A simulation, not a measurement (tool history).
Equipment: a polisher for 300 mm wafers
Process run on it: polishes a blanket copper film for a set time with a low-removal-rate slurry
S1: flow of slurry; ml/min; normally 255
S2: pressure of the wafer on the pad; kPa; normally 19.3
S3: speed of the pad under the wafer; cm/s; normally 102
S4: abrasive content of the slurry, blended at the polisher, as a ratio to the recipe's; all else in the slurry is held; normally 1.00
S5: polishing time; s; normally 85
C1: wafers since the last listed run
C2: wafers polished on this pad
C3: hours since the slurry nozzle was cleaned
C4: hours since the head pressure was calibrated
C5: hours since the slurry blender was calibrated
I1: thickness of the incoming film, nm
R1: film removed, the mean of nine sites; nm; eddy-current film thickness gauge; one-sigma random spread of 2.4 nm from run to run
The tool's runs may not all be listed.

| run | hour | S1 | S2 | S3 | S4 | S5 | C1 | C2 | C3 | C4 | C5 | I1 | R1 |
|---|---|---|---|---|---|---|---|---|---|---|---|---|---|
| 1 | 0.0 | 255 | 19.3 | 102 | 1.00 | 85 | 0 | 995 | 94.5 | 1201.5 | 187.8 | 837.8 | 249.3 |
|  | 0.7 | slurry blender recalibrated |
|  | 30.0 | worn pad replaced by a new one |
| 2 | 30.5 | 255 | 19.3 | 102 | 1.00 | 85 | 257 | 5 | 125.0 | 1232.0 | 29.8 | 855.4 | 266.9 |
| 3 | 53.7 | 255 | 19.3 | 102 | 1.00 | 85 | 231 | 236 | 148.2 | 1255.2 | 53.0 | 849.0 | 262.6 |
| 4 | 87.2 | 255 | 19.3 | 102 | 1.00 | 85 | 334 | 570 | 181.7 | 1288.7 | 86.5 | 853.8 | 256.3 |
| 5 | 112.6 | 255 | 19.3 | 114 | 1.00 | 85 | 253 | 823 | 207.1 | 1314.1 | 111.9 | 845.6 | 270.9 |
| 6 | 139.0 | 205 | 19.3 | 122 | 1.00 | 85 | 263 | 1086 | 233.5 | 1340.5 | 138.3 | 854.8 | 270.3 |
| 7 | 156.9 | 205 | 19.3 | 122 | 1.00 | 85 | 178 | 1265 | 251.4 | 1358.4 | 156.2 | 849.1 | 264.3 |
|  | 160.2 | slurry blender recalibrated |
| 8 | 175.7 | 205 | 19.3 | 122 | 1.00 | 85 | 167 | 1432 | 270.2 | 1377.2 | 15.5 | 845.3 | 256.9 |
|  | 182.8 | worn pad replaced by a new one |
|  | 190.2 | head pressure recalibrated |
| 9 | 190.7 | 255 | 19.3 | 102 | 1.20 | 85 | 89 | 58 | 285.2 | 0.5 | 30.5 | 855.5 | 277.1 |
| 10 | 209.4 | 255 | 15.2 | 102 | 1.25 | 85 | 186 | 244 | 303.9 | 19.2 | 49.2 | 847.0 | 220.6 |
| 11 | 222.4 | 255 | 19.3 | 102 | 1.00 | 85 | 129 | 374 | 316.9 | 32.2 | 62.2 | 847.4 | 261.2 |
| 12 | 243.3 | 255 | 19.3 | 102 | 1.00 | 85 | 208 | 582 | 337.8 | 53.1 | 83.1 | 833.8 | 258.4 |
| 13 | 274.5 | 255 | 19.3 | 102 | 1.00 | 85 | 311 | 893 | 369.0 | 84.3 | 114.3 | 857.3 | 249.3 |
| 14 | 295.0 | 190 | 19.3 | 74 | 1.00 | 62 | 204 | 1098 | 389.5 | 104.8 | 134.8 | 845.6 | 141.9 |
|  | 315.2 | worn pad replaced by a new one |
| 15 | 315.6 | 255 | 19.3 | 102 | 1.00 | 111 | 165 | 3 | 410.1 | 125.4 | 155.4 | 848.6 | 338.4 |
| 16 | 342.8 | 255 | 19.3 | 114 | 1.00 | 110 | 271 | 274 | 437.3 | 152.6 | 182.6 | 838.1 | 363.5 |
|  | 345.2 | slurry nozzle cleaned |
|  | 345.8 | slurry blender recalibrated |
| 17 | 378.4 | 335 | 13.8 | 86 | 1.00 | 73 | 339 | 614 | 33.2 | 188.2 | 32.6 | 847.3 | 146.6 |
|  | 431.4 | worn pad replaced by a new one |
| 18 | 457.5 | 335 | 13.8 | 86 | 1.00 | 73 | 748 | 260 | 112.3 | 267.3 | 111.7 | 850.8 | 148.2 |
| 19 | 486.2 | 255 | 16.5 | 102 | 1.20 | 85 | 286 | 546 | 141.0 | 296.0 | 140.4 | 859.3 | 235.1 |

Below are 4 alternative next runs, each starting from the tool's condition after run 19. Predict each:
| A | 486.7 | 255 | 19.3 | 102 | 1.00 | 85 | 4 | 551 | 141.5 | 296.5 | 140.9 | 835.2 | ? |
| B | 486.7 | 255 | 22.1 | 76 | 1.00 | 85 | 4 | 551 | 141.5 | 296.5 | 140.9 | 835.2 | ? |
| C | 486.7 | 255 | 19.3 | 130 | 1.00 | 85 | 4 | 551 | 141.5 | 296.5 | 140.9 | 835.2 | ? |
| D | 486.7 | 255 | 19.3 | 72 | 0.90 | 85 | 4 | 551 | 141.5 | 296.5 | 140.9 | 835.2 | ? |

| run | R1 |
|---|---|
| A | 260.1 |
| B | 247.0 |
| C | 307.6 |
| D | 202.0 |
Take away the tool's hidden state, keep each run's random variation, and the runs would have read:
| run | R1 |
|---|---|
| A | 272.3 |
| B | 258.5 |
| C | 322.0 |
| D | 211.4 |

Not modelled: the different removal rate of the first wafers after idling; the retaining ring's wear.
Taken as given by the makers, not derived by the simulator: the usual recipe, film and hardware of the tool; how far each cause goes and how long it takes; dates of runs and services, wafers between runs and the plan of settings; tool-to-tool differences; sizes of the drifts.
